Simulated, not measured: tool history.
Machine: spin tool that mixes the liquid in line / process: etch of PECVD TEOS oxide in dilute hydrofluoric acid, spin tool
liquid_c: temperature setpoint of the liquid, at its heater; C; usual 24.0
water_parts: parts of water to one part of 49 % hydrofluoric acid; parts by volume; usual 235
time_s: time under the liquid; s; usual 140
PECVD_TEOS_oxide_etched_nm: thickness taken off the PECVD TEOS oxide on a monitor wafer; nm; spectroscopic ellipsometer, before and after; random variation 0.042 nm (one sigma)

run   hour  liquid_c  water_parts  time_s  wafers since the last listed run  hours since the thermometer was replaced  hours since the hydrofluoric acid flow meter was replaced  hours since the gauge calibration  read-back film thickness of the PECVD TEOS oxide reference wafer, read on the same gauge (nm)  PECVD_TEOS_oxide_etched_nm
  1    0.0      24.0          190     140                                 0                                    2432.9                                                      757.3                               51.0                                                                                         149.99                       12.36
  2    7.2      26.0          235     140                                35                                    2440.1                                                      764.5                               58.2                                                                                         150.01                       10.16
  3   14.4      26.0          235     140                                35                                    2447.3                                                      771.7                               65.4                                                                                         150.01                       10.20
  4   22.6      26.0          235     140                                40                                    2455.5                                                      779.9                               73.6                                                                                         149.99                       10.18
  5   29.8      24.0          330     140                                35                                    2462.7                                                      787.1                               80.8                                                                                         150.02                        6.15
  6   47.0      24.0          165      85                                85                                    2479.9                                                      804.3                               98.0                                                                                         150.00                        8.93
  7   59.4      24.0          165      85                                61                                    2492.3                                                      816.7                              110.4                                                                                         150.01                        8.87
  8   74.8      24.0          200     140                                76                                    2507.7                                                      832.1                              125.8                                                                                         150.00                       11.63
      83.5  -- thermometer replaced
  9   87.3      24.0          270     140                                57                                       3.8                                                      844.6                              138.3                                                                                         149.98                        7.96
      90.0  -- hydrofluoric acid flow meter replaced
 10  100.8      24.0          270     140                                62                                      17.3                                                       10.8                              151.8                                                                                         150.00                        8.53
 11  116.4      24.0          235     140                                77                                      32.9                                                       26.4                              167.4                                                                                         150.01                       10.13
 12  123.8      24.0          235     195                                36                                      40.3                                                       33.8                              174.8                                                                                         149.99                       14.15
 13  134.0      27.0          275     200                                50                                      50.5                                                       44.0                              185.0                                                                                         150.00                       13.24
 14  145.4      24.0          235      60                                56                                      61.9                                                       55.4                              196.4                                                                                         150.00                        4.35
     148.3  -- gauge calibrated
 15  151.8      22.0          235     140                                31                                      68.3                                                       61.8                                3.5                                                                                         149.99                        9.41
 16  162.2      22.5          235     140                                51                                      78.7                                                       72.2                               13.9                                                                                         150.00                        9.59
 17  170.8      27.0          275     200                                42                                      87.3                                                       80.8                               22.5                                                                                         150.01                       13.12
 18  214.1      26.0          235     140                               216                                     130.6                                                      124.1                               65.8                                                                                         150.01                       10.84
 19  223.2      26.5          275     140                                45                                     139.7                                                      133.2                               74.9                                                                                         149.99                        8.99
 20  235.9      24.0          235     140                                63                                     152.4                                                      145.9                               87.6                                                                                         150.03                       10.09

Here are 5 independent what-if runs from the current tool condition. What would each one return?
  A  236.4      24.0          235      80                                 2                                     152.9                                                      146.4                               88.1                                                                                              ?                           ?
  B  236.4      24.0          115     140                                 2                                     152.9                                                      146.4                               88.1                                                                                              ?                           ?
  C  236.4      26.0          165     170                                 2                                     152.9                                                      146.4                               88.1                                                                                              ?                           ?
  D  236.4      19.5          235     115                                 2                                     152.9                                                      146.4                               88.1                                                                                              ?                           ?
  E  236.4      22.5          345     140                                 2                                     152.9                                                      146.4                               88.1                                                                                              ?                           ?

run  read-back film thickness of the PECVD TEOS oxide reference wafer, read on the same gauge (nm)  PECVD_TEOS_oxide_etched_nm
  A                                                                                         149.98                        5.75
  B                                                                                         149.98                       23.53
  C                                                                                         149.98                       20.24
  D                                                                                         149.98                        7.00
  E                                                                                         149.98                        5.84
Had the tool no hidden state, the same runs would have come out as:
run  PECVD_TEOS_oxide_etched_nm
  A                        5.85
  B                       23.90
  C                       20.57
  D                        7.12
  E                        5.94
